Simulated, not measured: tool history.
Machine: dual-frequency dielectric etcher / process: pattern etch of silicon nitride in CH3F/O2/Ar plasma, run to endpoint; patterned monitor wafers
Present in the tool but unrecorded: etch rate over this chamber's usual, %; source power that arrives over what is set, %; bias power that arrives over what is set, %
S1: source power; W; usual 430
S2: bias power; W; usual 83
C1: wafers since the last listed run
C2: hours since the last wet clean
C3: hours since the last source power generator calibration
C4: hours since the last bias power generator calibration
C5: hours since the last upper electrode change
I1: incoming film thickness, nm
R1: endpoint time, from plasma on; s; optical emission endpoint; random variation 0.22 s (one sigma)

Run 1, hour 0.0: usual settings; C1 0; C2 668.2; C3 3338.9; C4 2641.3; C5 2532.1; I1 46.83. Result: R1 59.4 s.
At hour 47.9: wet clean of the chamber.
Run 2, hour 48.4: usual settings; C1 201; C2 0.5; C3 3387.3; C4 2689.7; C5 2580.5; I1 47.05. Result: R1 61.4 s.
Run 3, hour 232.0: usual settings; C1 1517; C2 184.1; C3 3570.9; C4 2873.3; C5 2764.1; I1 47.46. Result: R1 61.7 s.
Run 4, hour 327.6: usual settings; C1 790; C2 279.7; C3 3666.5; C4 2968.9; C5 2859.7; I1 46.96. Result: R1 61.2 s.
Run 5, hour 381.3: usual settings; C1 443; C2 333.4; C3 3720.2; C4 3022.6; C5 2913.4; I1 47.69. Result: R1 61.5 s.
Run 6, hour 481.4: usual settings; C1 827; C2 433.5; C3 3820.3; C4 3122.7; C5 3013.5; I1 47.37. Result: R1 61.3 s.
Run 7, hour 564.3: usual settings; C1 685; C2 516.4; C3 3903.2; C4 3205.6; C5 3096.4; I1 47.64. Result: R1 61.6 s.
At hour 654.4: wet clean of the chamber.
Run 8, hour 654.9: usual settings but S2 92 W; C1 550; C2 0.5; C3 3993.8; C4 3296.2; C5 3187.0; I1 47.46. Result: R1 59.4 s.
Run 9, hour 701.1: usual settings but S1 390 W, S2 76 W; C1 381; C2 46.7; C3 4040.0; C4 3342.4; C5 3233.2; I1 47.13. Result: R1 66.5 s.
At hour 751.7: source power generator calibrated.
Run 10, hour 765.8: usual settings but S2 74 W; C1 501; C2 111.4; C3 14.1; C4 3407.1; C5 3297.9; I1 47.62. Result: R1 63.6 s.
Run 11, hour 828.1: usual settings; C1 514; C2 173.7; C3 76.4; C4 3469.4; C5 3360.2; I1 47.34. Result: R1 60.7 s.
Run 12, hour 923.8: usual settings; C1 790; C2 269.4; C3 172.1; C4 3565.1; C5 3455.9; I1 47.52. Result: R1 60.3 s.
Run 13, hour 964.4: usual settings but S2 96 W; C1 335; C2 310.0; C3 212.7; C4 3605.7; C5 3496.5; I1 46.81. Result: R1 56.0 s.
Run 14, hour 1104.4: usual settings but S2 96 W; C1 1156; C2 450.0; C3 352.7; C4 3745.7; C5 3636.5; I1 47.61. Result: R1 56.8 s.
Run 15, hour 1205.8: usual settings but S2 96 W; C1 837; C2 551.4; C3 454.1; C4 3847.1; C5 3737.9; I1 47.80. Result: R1 56.7 s.
At hour 1253.6: bias power generator calibrated.
At hour 1258.6: wet clean of the chamber.
Run 16, hour 1312.3: usual settings but S1 340 W, S2 71 W; C1 805; C2 53.7; C3 560.6; C4 58.7; C5 3844.4; I1 46.60. Result: R1 71.5 s.
Run 17, hour 1380.8: usual settings but S1 480 W, S2 96 W; C1 566; C2 122.2; C3 629.1; C4 127.2; C5 3912.9; I1 47.41. Result: R1 54.4 s.
At hour 1471.3: upper electrode replaced.
Run 18, hour 1471.8: usual settings but S1 390 W, S2 76 W; C1 553; C2 213.2; C3 720.1; C4 218.2; C5 0.5; I1 47.10. Result: R1 65.3 s.
Run 19, hour 1506.5: usual settings but S1 490 W, S2 71 W; C1 286; C2 247.9; C3 754.8; C4 252.9; C5 35.2; I1 47.77. Result: R1 60.9 s.
Run 20, hour 1566.0: usual settings but S2 89 W; C1 491; C2 307.4; C3 814.3; C4 312.4; C5 94.7; I1 47.04. Result: R1 58.1 s.
Run 21, hour 1638.4: usual settings but S1 490 W; C1 598; C2 379.8; C3 886.7; C4 384.8; C5 167.1; I1 47.26. Result: R1 56.4 s.
Run 22, hour 1712.0: usual settings but S1 350 W, S2 95 W; C1 608; C2 453.4; C3 960.3; C4 458.4; C5 240.7; I1 47.27. Result: R1 62.9 s.
Run 23, hour 1790.6: usual settings but S1 540 W; C1 649; C2 532.0; C3 1038.9; C4 537.0; C5 319.3; I1 47.36. Result: R1 53.8 s.
Run 24, hour 1846.4: usual settings; C1 461; C2 587.8; C3 1094.7; C4 592.8; C5 375.1; I1 46.97. Result: R1 59.6 s.
At hour 1892.9: wet clean of the chamber.
Run 25, hour 1939.3: usual settings; C1 569; C2 46.4; C3 1187.6; C4 685.7; C5 468.0; I1 47.30. Result: R1 61.1 s.
Run 26, hour 2043.1: usual settings; C1 857; C2 150.2; C3 1291.4; C4 789.5; C5 571.8; I1 46.57. Result: R1 59.4 s.
Run 27, hour 2116.4: usual settings but S1 500 W, S2 92 W; C1 605; C2 223.5; C3 1364.7; C4 862.8; C5 645.1; I1 46.61. Result: R1 53.5 s.
Run 28, hour 2222.7: usual settings but S1 370 W, S2 100 W; C1 878; C2 329.8; C3 1471.0; C4 969.1; C5 751.4; I1 46.83. Result: R1 60.0 s.
Run 29, hour 2284.3: usual settings but S2 91 W; C1 509; C2 391.4; C3 1532.6; C4 1030.7; C5 813.0; I1 47.60. Result: R1 58.6 s.
Run 30, hour 2351.0: usual settings but S1 370 W; C1 551; C2 458.1; C3 1599.3; C4 1097.4; C5 879.7; I1 47.18. Result: R1 64.7 s.
Run 31, hour 2395.7: usual settings but S1 340 W, S2 95 W; C1 369; C2 502.8; C3 1644.0; C4 1142.1; C5 924.4; I1 46.98. Result: R1 63.6 s.
Run 32, hour 2445.4: usual settings but S1 520 W, S2 63 W; C1 410; C2 552.5; C3 1693.7; C4 1191.8; C5 974.1; I1 47.12. Result: R1 60.6 s.
At hour 2515.0: wet clean of the chamber.
Run 33, hour 2522.9: usual settings but S1 520 W; C1 442; C2 7.9; C3 1771.2; C4 1269.3; C5 1051.6; I1 46.84. Result: R1 55.1 s.
Run 34, hour 2598.2: usual settings but S1 340 W, S2 64 W; C1 622; C2 83.2; C3 1846.5; C4 1344.6; C5 1126.9; I1 47.31. Result: R1 75.4 s.
Run 35, hour 2661.6: usual settings but S1 460 W, S2 65 W; C1 523; C2 146.6; C3 1909.9; C4 1408.0; C5 1190.3; I1 47.37. Result: R1 64.5 s.
Run 36, hour 2702.2: usual settings but S1 320 W; C1 335; C2 187.2; C3 1950.5; C4 1448.6; C5 1230.9; I1 47.54. Result: R1 70.4 s.

Hidden state, per run?
bias power that arrives over what is set, %: 0, the same for each run
H1: etch rate over this chamber's usual, %
H2: source power that arrives over what is set, %
run       H1      H2
  1     2.02   -3.08
  2   -0.333   -3.17
  3    0.258   -3.54
  4    0.566   -3.73
  5    0.739   -3.85
  6     1.06   -4.06
  7     1.33   -4.25
  8   0.0264   -4.45
  9    0.175   -4.56
 10    0.384  -0.369
 11    0.584  -0.371
 12    0.893  -0.378
 13     1.02  -0.382
 14     1.47  -0.405
 15      1.8  -0.428
 16   -0.121  -0.459
 17   0.0997  -0.482
 18    0.393  -0.517
 19    0.505  -0.532
 20    0.696  -0.559
 21     0.93  -0.594
 22     1.17  -0.633
 23     1.42  -0.678
 24      1.6  -0.712
 25  -0.0973  -0.772
 26    0.237  -0.846
 27    0.473  -0.902
 28    0.816  -0.988
 29     1.01   -1.04
 30     1.23    -1.1
 31     1.37   -1.14
 32     1.53   -1.19
 33  -0.0354   -1.27
 34    0.207   -1.34
 35    0.411   -1.41
 36    0.542   -1.46

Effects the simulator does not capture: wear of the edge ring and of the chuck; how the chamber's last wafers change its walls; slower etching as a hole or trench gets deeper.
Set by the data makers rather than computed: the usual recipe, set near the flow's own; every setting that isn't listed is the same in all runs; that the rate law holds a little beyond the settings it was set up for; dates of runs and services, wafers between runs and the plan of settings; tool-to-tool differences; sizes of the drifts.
